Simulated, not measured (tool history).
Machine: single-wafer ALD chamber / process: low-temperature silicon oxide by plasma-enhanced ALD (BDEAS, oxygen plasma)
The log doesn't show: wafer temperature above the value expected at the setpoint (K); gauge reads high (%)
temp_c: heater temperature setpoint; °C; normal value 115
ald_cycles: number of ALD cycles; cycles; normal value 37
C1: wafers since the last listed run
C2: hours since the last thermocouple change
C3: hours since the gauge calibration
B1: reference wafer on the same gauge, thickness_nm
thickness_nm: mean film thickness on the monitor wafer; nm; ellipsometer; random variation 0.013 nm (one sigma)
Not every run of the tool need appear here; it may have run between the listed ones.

Run 1, hour 0.0: usual settings but temp_c 123 °C; C1 0; C2 1929.6; C3 9.8; B1 5.878. Result: thickness_nm 5.110 nm.
Run 2, hour 16.8: usual settings but temp_c 123 °C; C1 121; C2 1946.4; C3 26.6; B1 5.881. Result: thickness_nm 5.104 nm.
Run 3, hour 29.1: usual settings; C1 88; C2 1958.7; C3 38.9; B1 5.877. Result: thickness_nm 5.166 nm.
Run 4, hour 44.3: usual settings; C1 109; C2 1973.9; C3 54.1; B1 5.883. Result: thickness_nm 5.180 nm.
Run 5, hour 55.5: usual settings; C1 80; C2 1985.1; C3 65.3; B1 5.878. Result: thickness_nm 5.187 nm.
Run 6, hour 67.6: usual settings; C1 87; C2 1997.2; C3 77.4; B1 5.883. Result: thickness_nm 5.177 nm.
Run 7, hour 77.1: usual settings; C1 68; C2 2006.7; C3 86.9; B1 5.881. Result: thickness_nm 5.168 nm.
Run 8, hour 83.6: usual settings; C1 46; C2 2013.2; C3 93.4; B1 5.880. Result: thickness_nm 5.182 nm.
Run 9, hour 102.0: usual settings; C1 132; C2 2031.6; C3 111.8; B1 5.883. Result: thickness_nm 5.168 nm.
Run 10, hour 112.7: usual settings; C1 77; C2 2042.3; C3 122.5; B1 5.880. Result: thickness_nm 5.157 nm.
At hour 128.7: thermocouple changed; heater temperature recalibrated.
Run 11, hour 130.9: usual settings; C1 73; C2 2.2; C3 140.7; B1 5.882. Result: thickness_nm 5.161 nm.
Run 12, hour 147.0: usual settings; C1 116; C2 18.3; C3 156.8; B1 5.882. Result: thickness_nm 5.180 nm.
Run 13, hour 158.8: usual settings but temp_c 111 °C, ald_cycles 35 cycles; C1 85; C2 30.1; C3 168.6; B1 5.882. Result: thickness_nm 4.923 nm.
Run 14, hour 167.6: usual settings; C1 63; C2 38.9; C3 177.4; B1 5.887. Result: thickness_nm 5.190 nm.
Run 15, hour 173.8: usual settings but temp_c 125 °C; C1 44; C2 45.1; C3 183.6; B1 5.884. Result: thickness_nm 5.115 nm.
At hour 182.0: gauge calibrated.
Run 16, hour 190.7: usual settings; C1 122; C2 62.0; C3 8.7; B1 5.878. Result: thickness_nm 5.183 nm.
Run 17, hour 207.5: usual settings but temp_c 122 °C; C1 121; C2 78.8; C3 25.5; B1 5.881. Result: thickness_nm 5.110 nm.
Run 18, hour 218.9: usual settings but temp_c 111 °C, ald_cycles 31 cycles; C1 82; C2 90.2; C3 36.9; B1 5.877. Result: thickness_nm 4.374 nm.
Run 19, hour 234.8: usual settings but temp_c 110 °C; C1 114; C2 106.1; C3 52.8; B1 5.882. Result: thickness_nm 5.201 nm.
Run 20, hour 243.0: usual settings but temp_c 121 °C, ald_cycles 41 cycles; C1 59; C2 114.3; C3 61.0; B1 5.880. Result: thickness_nm 5.682 nm.
Run 21, hour 255.9: usual settings but temp_c 107 °C, ald_cycles 32 cycles; C1 93; C2 127.2; C3 73.9; B1 5.888. Result: thickness_nm 4.521 nm.
Run 22, hour 290.5: usual settings but temp_c 108 °C, ald_cycles 43 cycles; C1 250; C2 161.8; C3 108.5; B1 5.886. Result: thickness_nm 6.067 nm.
Run 23, hour 299.4: usual settings; C1 64; C2 170.7; C3 117.4; B1 5.884. Result: thickness_nm 5.165 nm.
Run 24, hour 312.8: usual settings but temp_c 128 °C, ald_cycles 41 cycles; C1 96; C2 184.1; C3 130.8; B1 5.878. Result: thickness_nm 5.593 nm.
Run 25, hour 325.6: usual settings but temp_c 105 °C, ald_cycles 42 cycles; C1 92; C2 196.9; C3 143.6; B1 5.878. Result: thickness_nm 5.979 nm.

Hidden condition of the tool, last listed run before each entry between runs versus first listed run after:
In the gap between runs 10 and 11: thermocouple changed; heater temperature recalibrated (hour 128.7)
  nothing in the hidden state changes from one run to the other
In the gap between runs 15 and 16: gauge calibrated (hour 182.0)
  nothing in the hidden state changes from one run to the other

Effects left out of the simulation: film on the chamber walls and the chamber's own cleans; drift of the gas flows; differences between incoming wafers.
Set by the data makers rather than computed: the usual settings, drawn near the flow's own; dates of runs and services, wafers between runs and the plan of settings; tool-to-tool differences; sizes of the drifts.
